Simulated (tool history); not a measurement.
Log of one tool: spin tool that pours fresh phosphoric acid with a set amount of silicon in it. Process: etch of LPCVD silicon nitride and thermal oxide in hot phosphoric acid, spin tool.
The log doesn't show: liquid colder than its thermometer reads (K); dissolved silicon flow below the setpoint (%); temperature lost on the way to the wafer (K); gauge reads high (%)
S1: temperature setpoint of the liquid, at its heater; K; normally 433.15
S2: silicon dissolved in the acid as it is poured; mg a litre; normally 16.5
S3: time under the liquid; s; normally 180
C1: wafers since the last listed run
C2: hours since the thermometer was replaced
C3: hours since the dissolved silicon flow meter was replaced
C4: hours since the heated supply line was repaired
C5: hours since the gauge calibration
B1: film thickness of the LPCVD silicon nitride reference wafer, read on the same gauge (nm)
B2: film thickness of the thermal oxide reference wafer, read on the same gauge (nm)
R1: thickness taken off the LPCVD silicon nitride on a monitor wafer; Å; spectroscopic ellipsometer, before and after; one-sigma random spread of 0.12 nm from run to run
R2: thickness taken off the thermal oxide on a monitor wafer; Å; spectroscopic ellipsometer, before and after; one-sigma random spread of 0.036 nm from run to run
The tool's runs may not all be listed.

run   hour      S1    S2   S3    C1      C2     C3      C4      C5     B1       B2     R1    R2
  1      0  433.15  16.5  230     0   219.1  259.6  2335.4  1074.4  80.01  109.992  175.1  3.75
  2   46.6  433.15  16.5  180   284   265.7  306.2    2382    1121  79.99  110.025  138.2  3.98
  3  111.8  433.15  16.5  180   397   330.9  371.4  2447.2  1186.2  80.02   110.04  138.9   3.9
  4  161.8  433.15    25  180   305   380.9  421.4  2497.2  1236.2  79.99  109.958  137.7  2.97
     162.1  -- gauge calibrated
     188.2  -- heated supply line repaired
  5  232.5  433.15   5.5  180   425   451.6  492.1    44.3    70.4  80.01  110.033  137.9  3.27
  6  291.7  430.65    10   90   361   510.8  551.3   103.5   129.6     80  110.046   62.2   1.7
  7    326  433.15  16.5  120   209   545.1  585.6   137.8   163.9  80.01  110.023   91.7   2.3
  8  364.3  431.15  20.5   75   233   583.4  623.9   176.1   202.2  79.98      110   53.2  0.95
     380.1  -- dissolved silicon flow meter replaced
  9  392.3  435.65  16.5  180   164   611.4   12.2   204.1   230.2  79.98  109.979  149.3  4.07
 10  426.4  434.65  16.5  140   208   645.5   46.3   238.2   264.3  79.99  109.977    113  2.84
 11  480.3  433.15     7  180   328   699.4  100.2   292.1   318.2  79.99  110.007  135.3  3.83
 12  508.5  433.15  16.5  180   172   727.6  128.4   320.3   346.4  79.98  110.013  137.2  3.02
 13  568.3  434.15     8  125   364   787.4  188.2   380.1   406.2  80.02  110.028   98.1  2.99
 14  628.2  433.15  16.5  180   365   847.3  248.1     440   466.1  80.02  110.011  136.4  3.75
 15  672.8  433.15  16.5  180   272   891.9  292.7   484.6   510.7  79.97  110.003  134.3  2.66
 16  699.5  433.15  16.5  180   162   918.6  319.4   511.3   537.4  80.01  109.969    137   3.7
 17  731.3  433.15  16.5  180   194   950.4  351.2   543.1   569.2  79.99   110.02  136.4  2.57
 18  797.4  434.65  11.5  215   403  1016.5  417.3   609.2   635.3  80.01  109.972  170.1  4.34
 19  827.7  436.15    21   90   184  1046.8  447.6   639.5   665.6  79.99   109.98   74.7  1.38
 20  894.8  431.15    20  220   409  1113.9  514.7   706.6   732.7  79.99  109.999  154.7  2.77
 21  932.3  433.15  16.5  115   228  1151.4  552.2   744.1   770.2     80  109.996   86.2  1.65
     1013.6  -- dissolved silicon flow meter replaced
 22   1129  433.15   4.5  180  1194  1348.1  115.4   940.8   966.9  79.99  109.993  134.3  4.42

Here are 4 independent what-if runs from the current tool condition. What would each one return?
  A  1129.5  433.15  16.5  180   3  1348.6  115.9  941.3  967.4   ?   ?   ?   ?
  B  1129.5  433.15  28.5  180   3  1348.6  115.9  941.3  967.4   ?   ?   ?   ?
  C  1129.5  432.15   9.5  245   3  1348.6  115.9  941.3  967.4   ?   ?   ?   ?
  D  1129.5  432.15    27  250   3  1348.6  115.9  941.3  967.4   ?   ?   ?   ?

run  B1       B2     R1    R2
  A  80  109.986  133.1  3.22
  B  80  109.986  133.1  2.22
  C  80  109.986  175.1  4.81
  D  80  109.986  178.7  3.02
Without the tool's hidden state the same runs would have given:
run     R1    R2
  A  139.1  3.55
  B  139.1  2.45
  C  183.1  5.31
  D  186.8  3.33
